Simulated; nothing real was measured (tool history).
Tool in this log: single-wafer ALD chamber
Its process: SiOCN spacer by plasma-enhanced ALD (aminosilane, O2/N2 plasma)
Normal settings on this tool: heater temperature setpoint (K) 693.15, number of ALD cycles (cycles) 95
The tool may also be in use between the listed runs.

| run | hour | heater temperature setpoint (K) | number of ALD cycles (cycles) | read-back reference wafer on the same gauge, thickness_nm | mean film thickness on the monitor wafer (Å) |
|---|---|---|---|---|---|
| 1 | 0.0 | 693.15 | 95 | 4.638 | 56.14 |
| 2 | 15.2 | 693.15 | 95 | 4.633 | 56.14 |
| 3 | 26.5 | 693.15 | 95 | 4.631 | 56.01 |
| 4 | 37.0 | 693.15 | 95 | 4.636 | 56.34 |
| 5 | 54.4 | 693.15 | 95 | 4.630 | 56.30 |
| 6 | 67.5 | 693.15 | 95 | 4.632 | 55.88 |
| 7 | 84.4 | 699.15 | 102 | 4.635 | 59.23 |
| 8 | 125.4 | 699.15 | 102 | 4.628 | 59.28 |
| 9 | 139.2 | 693.15 | 95 | 4.634 | 56.50 |
| 10 | 145.6 | 679.15 | 80 | 4.632 | 49.74 |
| 11 | 160.4 | 693.15 | 95 | 4.630 | 56.50 |
| 12 | 177.7 | 701.15 | 80 | 4.637 | 45.96 |
| 13 | 186.3 | 703.15 | 106 | 4.629 | 60.59 |
| 14 | 202.5 | 685.15 | 95 | 4.631 | 57.87 |
| 15 | 216.0 | 689.15 | 101 | 4.632 | 60.71 |
| 16 | 249.5 | 685.15 | 84 | 4.631 | 51.00 |
| 17 | 257.6 | 687.15 | 86 | 4.632 | 51.79 |
| 18 | 266.8 | 698.15 | 84 | 4.632 | 49.15 |
| 19 | 282.0 | 693.15 | 95 | 4.630 | 56.67 |

Between the runs listed above, the log contained 2 entries, not reproduced here. Where in the sequence does each belong, and how does what the log doesn't record of the tool's condition differ from the listed run before to the listed run after?
From run 9 to run 10: gauge calibrated (hour 139.9)
  both runs share identical hidden conditions
From run 11 to run 12: thermocouple changed; heater temperature recalibrated (hour 177.2)
  both runs share identical hidden conditions
